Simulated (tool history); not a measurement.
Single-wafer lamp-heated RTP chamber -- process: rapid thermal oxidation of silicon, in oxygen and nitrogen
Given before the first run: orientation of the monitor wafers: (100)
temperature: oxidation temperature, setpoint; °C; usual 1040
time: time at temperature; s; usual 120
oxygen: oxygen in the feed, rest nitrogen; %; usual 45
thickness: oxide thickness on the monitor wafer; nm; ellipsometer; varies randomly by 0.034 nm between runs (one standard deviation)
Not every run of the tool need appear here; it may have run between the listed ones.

run   hour  temperature  time  oxygen  read-back reference wafer on the same gauge, thickness  thickness
  1    0.0         1040   120      45                                                   7.699      7.703
  2    6.9         1040   120      45                                                   7.694      7.711
  3   21.6         1040   120      45                                                   7.693      7.735
  4   34.5         1040   120      45                                                   7.701      7.714
  5   50.2         1040   120      45                                                   7.699      7.790
  6   66.2         1040   120      45                                                   7.703      7.743
  7   73.0         1040   120      45                                                   7.697      7.699
  8   86.9         1040   120      45                                                   7.697      7.778
  9  100.8         1040   120      45                                                   7.700      7.821
 10  112.7         1040   120      45                                                   7.702      7.775
 11  123.7         1040   120      45                                                   7.697      7.772
 12  135.2         1040   120      45                                                   7.699      7.769
 13  146.8         1040   120      45                                                   7.704      7.853
 14  159.9         1040   120      45                                                   7.706      7.775
 15  171.7         1040   120      45                                                   7.702      7.855
 16  189.2         1055   150      35                                                   7.702      8.845
 17  199.8         1040   120      45                                                   7.697      7.871
 18  210.8         1062   120      45                                                   7.706      9.049
 19  228.3         1040   120      45                                                   7.695      7.888
 20  236.2         1020   157      45                                                   7.703      7.739
 21  251.1         1010   104      17                                                   7.698      4.362
 22  259.9         1040   172      45                                                   7.701      9.294
     263.6  -- gauge calibrated
     273.1  -- oxygen flow controller replaced
 23  273.6         1040    67      34                                                   7.697      5.522
     281.8  -- pyrometer window cleaned and pyrometer calibrated
 24  282.4         1040    92      32                                                   7.699      6.013
 25  298.8         1040    85      45                                                   7.697      6.573
 26  316.0         1040   120      45                                                   7.698      7.635
 27  332.3         1040   120      45                                                   7.699      7.652
 28  347.8         1028    94      71                                                   7.702      7.415
 29  365.7         1013    79      45                                                   7.701      5.329
 30  374.2         1019    68      65                                                   7.703      5.857
 31  382.1         1056   170      60                                                   7.694     11.139
 32  388.3         1032   166      45                                                   7.697      8.423
 33  398.6         1040   120      45                                                   7.704      7.746
 34  408.3         1057   120      45                                                   7.694      8.674
 35  418.2         1040   120      45                                                   7.701      7.689
 36  427.0         1040   120      45                                                   7.693      7.709
 37  436.1         1059    66      30                                                   7.700      5.848

Alternative continuations, all from the tool just after run 37; predict every row:
  A  436.6         1040   120      45                                                       ?          ?
  B  436.6         1031   120      32                                                       ?          ?
  C  436.6         1016   149      45                                                       ?          ?
  D  436.6         1040   155      71                                                       ?          ?
  E  436.6         1040   146      45                                                       ?          ?

run  read-back reference wafer on the same gauge, thickness  thickness
  A                                                   7.702      7.713
  B                                                   7.702      6.421
  C                                                   7.702      7.187
  D                                                   7.702     10.235
  E                                                   7.702      8.436
Take away the tool's hidden state, keep each run's random variation, and the runs would have read:
run  thickness
  A      7.579
  B      6.309
  C      7.058
  D     10.054
  E      8.289

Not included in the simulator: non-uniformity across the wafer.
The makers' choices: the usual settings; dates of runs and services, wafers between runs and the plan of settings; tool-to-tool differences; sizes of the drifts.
